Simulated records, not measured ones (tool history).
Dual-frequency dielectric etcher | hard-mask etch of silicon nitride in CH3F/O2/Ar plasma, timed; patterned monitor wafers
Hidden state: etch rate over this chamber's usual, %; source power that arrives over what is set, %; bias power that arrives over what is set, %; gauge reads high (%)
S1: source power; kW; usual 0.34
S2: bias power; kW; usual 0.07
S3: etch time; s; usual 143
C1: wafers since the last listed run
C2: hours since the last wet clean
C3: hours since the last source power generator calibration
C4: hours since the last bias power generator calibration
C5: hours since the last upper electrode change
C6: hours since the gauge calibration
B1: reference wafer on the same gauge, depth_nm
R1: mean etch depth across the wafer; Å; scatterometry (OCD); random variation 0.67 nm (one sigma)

run	hour	S1	S2	S3	C1	C2	C3	C4	C5	C6	B1	R1
1	0	0.34	0.07	143	0	101.4	1267.3	1191	4741.1	227.1	89.7	996
2	53.6	0.34	0.07	143	559	155	1320.9	1244.6	4794.7	280.7	89.7	1005
3	82.1	0.28	0.07	143	297	183.5	1349.4	1273.1	4823.2	309.2	89.8	963
4	146.5	0.28	0.07	143	672	247.9	1413.8	1337.5	4887.6	373.6	89.7	959
5	208.7	0.28	0.07	143	649	310.1	1476	1399.7	4949.8	435.8	89.9	964
6	272.5	0.38	0.07	143	666	373.9	1539.8	1463.5	5013.6	499.6	89.8	1051
7	338.1	0.38	0.07	143	684	439.5	1605.4	1529.1	5079.2	565.2	89.9	1045
# hour 377.3: upper electrode replaced
8	377.8	0.38	0.07	143	163	479.2	1645.1	1568.8	0.5	604.9	89.7	1068
# hour 410.3: source power generator calibrated
9	414.4	0.34	0.07	143	340	515.8	4.1	1605.4	37.1	641.5	89.7	1015
10	445.3	0.34	0.07	143	322	546.7	35	1636.3	68	672.4	89.8	1020
11	505.6	0.34	0.07	143	629	607	95.3	1696.6	128.3	732.7	89.8	1046
# hour 540.4: wet clean of the chamber
12	650.4	0.34	0.07	143	1261	110	240.1	1841.4	273.1	877.5	89.9	1011
13	701.4	0.34	0.07	143	532	161	291.1	1892.4	324.1	928.5	89.9	1009
14	752.4	0.34	0.083	166.5	532	212	342.1	1943.4	375.1	979.5	89.8	1295
15	782.9	0.34	0.07	143	318	242.5	372.6	1973.9	405.6	1010	89.9	1029

Forecast run 16:
# hour 798.5: bias power generator calibrated
16	840.1	0.34	0.07	143	555	299.7	429.8	41.6	462.8	1067.2	?	?

Run 16 gave B1 89.8, R1 1025 Å.
Without the tool's hidden state the same run would have given R1 1000 Å.
